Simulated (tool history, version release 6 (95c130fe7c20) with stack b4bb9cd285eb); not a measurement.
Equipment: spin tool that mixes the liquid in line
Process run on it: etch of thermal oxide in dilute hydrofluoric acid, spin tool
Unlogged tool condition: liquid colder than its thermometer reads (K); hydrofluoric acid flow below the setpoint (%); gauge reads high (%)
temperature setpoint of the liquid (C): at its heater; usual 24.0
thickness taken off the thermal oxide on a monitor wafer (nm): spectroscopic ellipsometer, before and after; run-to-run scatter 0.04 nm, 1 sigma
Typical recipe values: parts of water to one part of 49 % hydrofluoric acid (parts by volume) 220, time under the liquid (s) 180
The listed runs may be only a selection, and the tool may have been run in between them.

| run | hour | temperature setpoint of the liquid (C) | parts of water to one part of 49 % hydrofluoric acid (parts by volume) | time under the liquid (s) | wafers since the last listed run | hours since the thermometer was replaced | hours since the hydrofluoric acid flow meter was replaced | hours since the gauge calibration | read-back film thickness of the thermal oxide reference wafer, read on the same gauge (nm) | thickness taken off the thermal oxide on a monitor wafer (nm) |
|---|---|---|---|---|---|---|---|---|---|---|
| 1 | 0.0 | 24.0 | 220 | 180 | 0 | 322.0 | 1773.9 | 708.8 | 50.004 | 3.727 |
| 2 | 49.6 | 24.0 | 220 | 180 | 388 | 371.6 | 1823.5 | 758.4 | 50.032 | 3.681 |
| 3 | 178.1 | 22.5 | 220 | 120 | 1006 | 500.1 | 1952.0 | 886.9 | 49.982 | 2.235 |
| 4 | 240.8 | 22.5 | 220 | 120 | 490 | 562.8 | 2014.7 | 949.6 | 49.985 | 2.298 |
|  | 283.4 | gauge calibrated |
| 5 | 322.2 | 22.5 | 220 | 120 | 637 | 644.2 | 2096.1 | 38.8 | 49.994 | 2.295 |
| 6 | 369.9 | 24.0 | 220 | 200 | 373 | 691.9 | 2143.8 | 86.5 | 50.034 | 3.995 |
| 7 | 601.9 | 24.0 | 220 | 180 | 1816 | 923.9 | 2375.8 | 318.5 | 50.013 | 3.522 |
| 8 | 671.3 | 24.0 | 220 | 180 | 543 | 993.3 | 2445.2 | 387.9 | 49.987 | 3.582 |
| 9 | 764.0 | 24.0 | 220 | 180 | 725 | 1086.0 | 2537.9 | 480.6 | 50.019 | 3.433 |
| 10 | 834.2 | 24.0 | 135 | 180 | 549 | 1156.2 | 2608.1 | 550.8 | 49.989 | 6.165 |
| 11 | 928.5 | 24.0 | 220 | 180 | 738 | 1250.5 | 2702.4 | 645.1 | 49.995 | 3.483 |
|  | 942.0 | hydrofluoric acid flow meter replaced |
|  | 1164.9 | thermometer replaced |
| 12 | 1174.6 | 20.5 | 110 | 145 | 1911 | 9.7 | 232.6 | 891.2 | 50.009 | 5.932 |
| 13 | 1235.7 | 27.5 | 320 | 220 | 478 | 70.8 | 293.7 | 952.3 | 50.004 | 3.192 |
| 14 | 1342.9 | 24.0 | 250 | 180 | 839 | 178.0 | 400.9 | 1059.5 | 49.992 | 3.220 |
|  | 1356.8 | gauge calibrated |
| 15 | 1399.5 | 24.0 | 220 | 180 | 443 | 234.6 | 457.5 | 42.7 | 50.006 | 3.637 |
| 16 | 1459.3 | 24.0 | 190 | 180 | 468 | 294.4 | 517.3 | 102.5 | 49.987 | 4.470 |
| 17 | 1520.3 | 28.0 | 160 | 180 | 477 | 355.4 | 578.3 | 163.5 | 49.966 | 6.284 |
| 18 | 1621.7 | 19.0 | 220 | 75 | 793 | 456.8 | 679.7 | 264.9 | 50.016 | 1.249 |
| 19 | 1725.1 | 22.5 | 160 | 180 | 809 | 560.2 | 783.1 | 368.3 | 49.983 | 4.993 |
| 20 | 1761.7 | 25.5 | 220 | 115 | 286 | 596.8 | 819.7 | 404.9 | 49.991 | 2.419 |
| 21 | 2064.1 | 24.0 | 190 | 180 | 2367 | 899.2 | 1122.1 | 707.3 | 49.982 | 4.224 |

Results per run with the tool's hidden condition removed, run-to-run variation unchanged:
| run | thickness taken off the thermal oxide on a monitor wafer (nm) |
|---|---|
| 1 | 3.847 |
| 2 | 3.811 |
| 3 | 2.336 |
| 4 | 2.412 |
| 5 | 2.422 |
| 6 | 4.225 |
| 7 | 3.783 |
| 8 | 3.865 |
| 9 | 3.726 |
| 10 | 6.758 |
| 11 | 3.824 |
| 12 | 6.029 |
| 13 | 3.246 |
| 14 | 3.302 |
| 15 | 3.746 |
| 16 | 4.623 |
| 17 | 6.521 |
| 18 | 1.308 |
| 19 | 5.268 |
| 20 | 2.548 |
| 21 | 4.551 |
